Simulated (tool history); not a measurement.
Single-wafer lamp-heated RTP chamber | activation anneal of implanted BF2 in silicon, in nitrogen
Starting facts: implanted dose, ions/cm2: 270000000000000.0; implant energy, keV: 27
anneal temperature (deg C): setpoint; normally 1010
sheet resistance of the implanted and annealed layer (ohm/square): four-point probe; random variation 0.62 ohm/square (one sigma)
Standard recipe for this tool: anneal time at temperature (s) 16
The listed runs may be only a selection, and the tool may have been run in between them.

run    hour  anneal temperature (deg C)  anneal time at temperature (s)  read-back reference wafer on the same gauge, sheet resistance  sheet resistance of the implanted and annealed layer (ohm/square)
  1       0                        1027                              16                                                         392.24                                                             405.97
  2    66.7                        1010                              18                                                         392.46                                                             407.01
  3   104.1                        1010                              18                                                         391.93                                                             406.26
  4   158.9                        1010                              18                                                         391.89                                                             405.83
      192.7  -- gauge calibrated
  5     198                        1028                              10                                                         397.24                                                             413.38
  6   232.9                        1010                              16                                                         397.19                                                             411.86
  7   267.3                        1010                              16                                                         397.08                                                             411.62
  8   296.2                        1010                              16                                                         397.14                                                             411.99
  9   321.4                        1025                              16                                                         396.92                                                             409.95
 10     376                        1025                              16                                                         396.89                                                             410.83
 11   421.8                        1010                              16                                                          397.1                                                             411.51
      454.6  -- reflector plate cleaned
 12     457                        1010                              16                                                          396.5                                                             411.81
 13   527.2                        1010                              16                                                         396.55                                                              411.2
      544.8  -- pyrometer window cleaned and pyrometer calibrated
 14   589.6                         998                              22                                                          396.2                                                              411.8
 15   618.1                        1033                              12                                                         396.23                                                             411.58
 16   660.4                         981                              16                                                         395.81                                                             417.46
 17     726                         986                              24                                                         395.74                                                             412.95
 18   771.9                        1020                              12                                                         396.02                                                             412.05
 19   808.7                        1020                              12                                                         395.71                                                             412.58
 20     850                        1010                              16                                                         395.73                                                             410.71
 21   911.3                        1010                               7                                                         395.67                                                             412.72
 22     958                         985                              21                                                         395.37                                                             414.09
 23   986.3                        1010                              16                                                         395.14                                                             409.91
 24  1042.1                        1031                               7                                                         395.11                                                             412.43
 25  1123.9                        1001                               9                                                         395.07                                                             413.77
     1154.1  -- pyrometer window cleaned and pyrometer calibrated
 26  1189.8                         982                              16                                                         394.84                                                             416.76
     1248.5  -- reflector plate cleaned
 27    1249                         985                              25                                                         394.77                                                             413.29
 28  1300.5                        1010                              16                                                         394.67                                                             410.17
 29  1330.4                         993                              16                                                          394.4                                                             412.72
 30    1372                        1010                              21                                                         394.48                                                             409.16
 31  1411.2                        1010                              16                                                         394.34                                                             408.94
 32  1441.3                        1023                              16                                                         394.19                                                             407.69
 33  1496.4                        1039                              16                                                         394.32                                                             406.03
 34  1526.7                        1039                              24                                                         394.12                                                              403.1
 35  1572.3                        1010                              23                                                          393.9                                                             408.85
 36    1629                        1010                              16                                                         394.05                                                             409.13
     1674.8  -- pyrometer window cleaned and pyrometer calibrated
 37  1698.4                         985                              19                                                         393.65                                                             412.71

What if the next run were any one of these 3? Each begins from the tool's condition after run 37:
  A  1698.8                        1010                              16                                                              ?                                                                  ?
  B  1698.8                         996                               8                                                              ?                                                                  ?
  C  1698.8                        1010                              12                                                              ?                                                                  ?

run  read-back reference wafer on the same gauge, sheet resistance  sheet resistance of the implanted and annealed layer (ohm/square)
  A                                                         393.78                                                             407.51
  B                                                         393.78                                                             411.85
  C                                                         393.78                                                             408.63
Without the tool's unlogged condition, the same runs would have read:
run  sheet resistance of the implanted and annealed layer (ohm/square)
  A                                                             412.01
  B                                                             416.39
  C                                                             413.13

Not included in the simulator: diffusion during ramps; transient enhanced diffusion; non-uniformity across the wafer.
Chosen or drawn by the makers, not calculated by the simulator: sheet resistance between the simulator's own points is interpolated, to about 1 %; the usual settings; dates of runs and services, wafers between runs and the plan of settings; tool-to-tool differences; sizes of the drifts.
